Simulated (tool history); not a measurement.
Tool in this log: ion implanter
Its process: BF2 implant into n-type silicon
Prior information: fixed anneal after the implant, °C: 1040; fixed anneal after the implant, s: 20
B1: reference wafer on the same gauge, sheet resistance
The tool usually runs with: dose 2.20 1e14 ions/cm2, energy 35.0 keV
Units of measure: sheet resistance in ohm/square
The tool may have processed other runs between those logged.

Run 1, hour 0.0: usual settings; B1 417.13. Result: sheet resistance 454.04 ohm/square.
Run 2, hour 57.8: usual settings; B1 417.42. Result: sheet resistance 454.40 ohm/square.
Run 3, hour 110.5: usual settings; B1 417.29. Result: sheet resistance 457.92 ohm/square.
At hour 140.7: Faraday cup replaced and dose calibrated.
Run 4, hour 154.2: usual settings; B1 416.92. Result: sheet resistance 435.89 ohm/square.
Run 5, hour 204.5: usual settings; B1 416.58. Result: sheet resistance 438.48 ohm/square.
Run 6, hour 309.9: usual settings; B1 417.29. Result: sheet resistance 443.14 ohm/square.
Run 7, hour 350.8: usual settings but dose 2.48 1e14 ions/cm2, energy 44.5 keV; B1 416.42. Result: sheet resistance 391.92 ohm/square.
Run 8, hour 393.2: usual settings but energy 42.0 keV; B1 416.87. Result: sheet resistance 437.00 ohm/square.
At hour 434.9: gauge calibrated.
Run 9, hour 458.8: usual settings but energy 42.0 keV; B1 417.17. Result: sheet resistance 435.14 ohm/square.
Run 10, hour 495.3: usual settings; B1 417.56. Result: sheet resistance 448.49 ohm/square.
Run 11, hour 522.0: usual settings; B1 416.78. Result: sheet resistance 446.68 ohm/square.
Run 12, hour 553.2: usual settings; B1 416.61. Result: sheet resistance 449.25 ohm/square.
Run 13, hour 751.5: usual settings; B1 417.04. Result: sheet resistance 447.66 ohm/square.
Run 14, hour 817.3: usual settings but dose 2.43 1e14 ions/cm2, energy 30.0 keV; B1 416.72. Result: sheet resistance 424.84 ohm/square.
At hour 846.7: extraction supply calibrated.
Run 15, hour 881.9: usual settings but dose 2.61 1e14 ions/cm2, energy 25.5 keV; B1 417.64. Result: sheet resistance 401.49 ohm/square.
Run 16, hour 945.9: usual settings but dose 2.61 1e14 ions/cm2, energy 25.5 keV; B1 417.46. Result: sheet resistance 401.33 ohm/square.
Run 17, hour 1005.0: usual settings but dose 1.98 1e14 ions/cm2, energy 45.5 keV; B1 417.12. Result: sheet resistance 476.02 ohm/square.
Run 18, hour 1048.9: usual settings but dose 2.39 1e14 ions/cm2, energy 24.5 keV; B1 417.55. Result: sheet resistance 441.28 ohm/square.
At hour 1066.4: Faraday cup replaced and dose calibrated.
Run 19, hour 1117.4: usual settings but dose 2.46 1e14 ions/cm2, energy 46.0 keV; B1 416.46. Result: sheet resistance 388.05 ohm/square.
Run 20, hour 1162.3: usual settings but dose 2.39 1e14 ions/cm2, energy 45.0 keV; B1 416.99. Result: sheet resistance 397.40 ohm/square.
Run 21, hour 1268.2: usual settings but energy 24.5 keV; B1 416.66. Result: sheet resistance 462.45 ohm/square.
Run 22, hour 1297.5: usual settings; B1 417.26. Result: sheet resistance 444.63 ohm/square.
Run 23, hour 1327.2: usual settings but dose 1.77 1e14 ions/cm2, energy 32.0 keV; B1 417.07. Result: sheet resistance 537.74 ohm/square.
Run 24, hour 1384.0: usual settings but dose 1.59 1e14 ions/cm2, energy 46.5 keV; B1 416.95. Result: sheet resistance 566.24 ohm/square.
Run 25, hour 1421.4: usual settings; B1 416.91. Result: sheet resistance 449.66 ohm/square.

Per-run results on a tool with no hidden state, each run keeping its own random variation:
Hidden state present: deviation of the true dose from the Faraday cup's reading, %; deviation of the true energy from its setpoint, %; gauge reads high (%).
run  sheet resistance
  1            434.52
  2            434.66
  3            437.87
  4            437.21
  5            436.96
  6            436.97
  7            385.25
  8            428.32
  9            424.91
 10            437.14
 11            434.87
 12            436.83
 13            432.95
 14            410.28
 15            387.25
 16            386.81
 17            458.99
 18            424.96
 19            386.08
 20            393.35
 21            453.21
 22            434.95
 23            525.08
 24            551.28
 25            436.83
